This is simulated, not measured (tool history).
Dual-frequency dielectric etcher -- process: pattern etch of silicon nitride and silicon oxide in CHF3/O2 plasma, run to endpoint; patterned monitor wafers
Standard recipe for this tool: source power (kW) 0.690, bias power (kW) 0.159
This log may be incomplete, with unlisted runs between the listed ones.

run     day  source power (kW)  bias power (kW)  incoming incoming film thickness, nm  endpoint time (s)
  1   0.000              0.690            0.159                                 311.0              229.1
  2   3.492              0.690            0.159                                 313.4              229.4
  3   7.088              0.690            0.159                                 315.1              234.2
      9.871  -- wet clean of the chamber
  4  11.550              0.590            0.159                                 312.8              234.2
  5  15.388              0.690            0.159                                 316.4              231.1
  6  19.050              0.690            0.159                                 307.7              225.4
  7  22.112              0.690            0.159                                 312.4              227.7
  8  25.225              0.690            0.159                                 316.1              231.3
     27.929  -- wet clean of the chamber
  9  28.842              0.690            0.189                                 314.1              221.7
 10  31.562              0.690            0.159                                 311.3              236.3
 11  34.854              0.690            0.159                                 314.4              240.7
 12  38.871              0.690            0.159                                 312.7              239.5
 13  42.925              0.690            0.159                                 314.6              241.6
     44.262  -- wet clean of the chamber, repeated, since the last time left the tool worse
 14  46.775              0.690            0.159                                 310.3              222.6
 15  55.408              0.690            0.159                                 315.3              229.5
 16  57.962              0.580            0.170                                 314.1              236.2
     61.167  -- upper electrode replaced
     62.417  -- bias power generator calibrated
     63.046  -- wet clean of the chamber
 17  63.067              0.780            0.171                                 313.5              212.8

For run 18, what comes out?
 18  64.867              0.690            0.159                                 315.8                  ?

{"run 18": {"endpoint time (s)": 227.0}}
Minus the tool's unlogged condition, the same run would have read endpoint time (s) 227.0.
